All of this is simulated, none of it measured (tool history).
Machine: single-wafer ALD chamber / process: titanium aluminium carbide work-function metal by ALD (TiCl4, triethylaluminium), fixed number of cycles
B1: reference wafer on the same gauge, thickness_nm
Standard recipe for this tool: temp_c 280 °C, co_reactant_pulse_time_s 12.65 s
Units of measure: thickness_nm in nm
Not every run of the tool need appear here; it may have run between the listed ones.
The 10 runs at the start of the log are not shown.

Run 11, hour 949.2: usual settings; B1 1.421. Result: thickness_nm 1.66 nm.
Run 12, hour 1052.6: usual settings but co_reactant_pulse_time_s 11.18 s; B1 1.421. Result: thickness_nm 1.574 nm.
Run 13, hour 1105.4: usual settings but temp_c 287 °C, co_reactant_pulse_time_s 10.32 s; B1 1.42. Result: thickness_nm 1.549 nm.
At hour 1124: triethylaluminium bottle replaced.
At hour 1179.4: gauge calibrated.
Run 14, hour 1213.2: usual settings but temp_c 271 °C, co_reactant_pulse_time_s 10.5 s; B1 1.421. Result: thickness_nm 1.606 nm.
Run 15, hour 1249.5: usual settings but temp_c 295 °C, co_reactant_pulse_time_s 14.77 s; B1 1.419. Result: thickness_nm 1.848 nm.
Run 16, hour 1288.4: usual settings but co_reactant_pulse_time_s 9.12 s; B1 1.419. Result: thickness_nm 1.576 nm.
Run 17, hour 1373.5: usual settings; B1 1.42. Result: thickness_nm 1.718 nm.
Run 18, hour 1465.4: usual settings but temp_c 272 °C, co_reactant_pulse_time_s 10.29 s; B1 1.42. Result: thickness_nm 1.584 nm.
Run 19, hour 1513.3: usual settings but temp_c 276 °C, co_reactant_pulse_time_s 16.16 s; B1 1.419. Result: thickness_nm 1.704 nm.
Run 20, hour 1576.3: usual settings but co_reactant_pulse_time_s 9.45 s; B1 1.421. Result: thickness_nm 1.541 nm.
Run 21, hour 1638.5: usual settings but temp_c 294 °C; B1 1.42. Result: thickness_nm 1.798 nm.
Run 22, hour 1707.6: usual settings; B1 1.42. Result: thickness_nm 1.699 nm.
Run 23, hour 1801.5: usual settings but temp_c 272 °C; B1 1.419. Result: thickness_nm 1.627 nm.
At hour 1826.9: thermocouple changed; heater temperature recalibrated.
Run 24, hour 1889.2: usual settings; B1 1.421. Result: thickness_nm 1.67 nm.
Run 25, hour 1968.1: usual settings but temp_c 268 °C; B1 1.421. Result: thickness_nm 1.584 nm.
Run 26, hour 2024.1: usual settings but temp_c 290 °C, co_reactant_pulse_time_s 14.41 s; B1 1.419. Result: thickness_nm 1.76 nm.
At hour 2051: triethylaluminium bottle replaced.
Run 27, hour 2077.6: usual settings but temp_c 291 °C, co_reactant_pulse_time_s 10.59 s; B1 1.42. Result: thickness_nm 1.748 nm.
Run 28, hour 2180: usual settings but temp_c 276 °C; B1 1.42. Result: thickness_nm 1.682 nm.
Run 29, hour 2256: usual settings but temp_c 274 °C, co_reactant_pulse_time_s 14.64 s; B1 1.42. Result: thickness_nm 1.688 nm.
Run 30, hour 2360.2: usual settings; B1 1.419. Result: thickness_nm 1.712 nm.
Run 31, hour 2457.1: usual settings but co_reactant_pulse_time_s 8.91 s; B1 1.42. Result: thickness_nm 1.512 nm.
Run 32, hour 2529.2: usual settings but temp_c 293 °C, co_reactant_pulse_time_s 17.43 s; B1 1.42. Result: thickness_nm 1.837 nm.
Run 33, hour 2636.2: usual settings; B1 1.42. Result: thickness_nm 1.682 nm.

4 ways to go on from here, each from the tool as it stands after run 33. What would each give?
Run A, hour 2636.6: usual settings but co_reactant_pulse_time_s 15.24 s; B1 ?. Result: thickness_nm ?.
Run B, hour 2636.6: usual settings but temp_c 292 °C, co_reactant_pulse_time_s 8.76 s; B1 ?. Result: thickness_nm ?.
Run C, hour 2636.6: usual settings but co_reactant_pulse_time_s 16.75 s; B1 ?. Result: thickness_nm ?.
Run D, hour 2636.6: usual settings but temp_c 292 °C, co_reactant_pulse_time_s 14.44 s; B1 ?. Result: thickness_nm ?.

run    B1  thickness_nm
  A  1.42         1.732
  B  1.42         1.519
  C  1.42         1.742
  D  1.42         1.809
Take away the tool's hidden state, keep each run's random variation, and the runs would have read:
run  thickness_nm
  A         1.747
  B         1.649
  C          1.75
  D         1.831
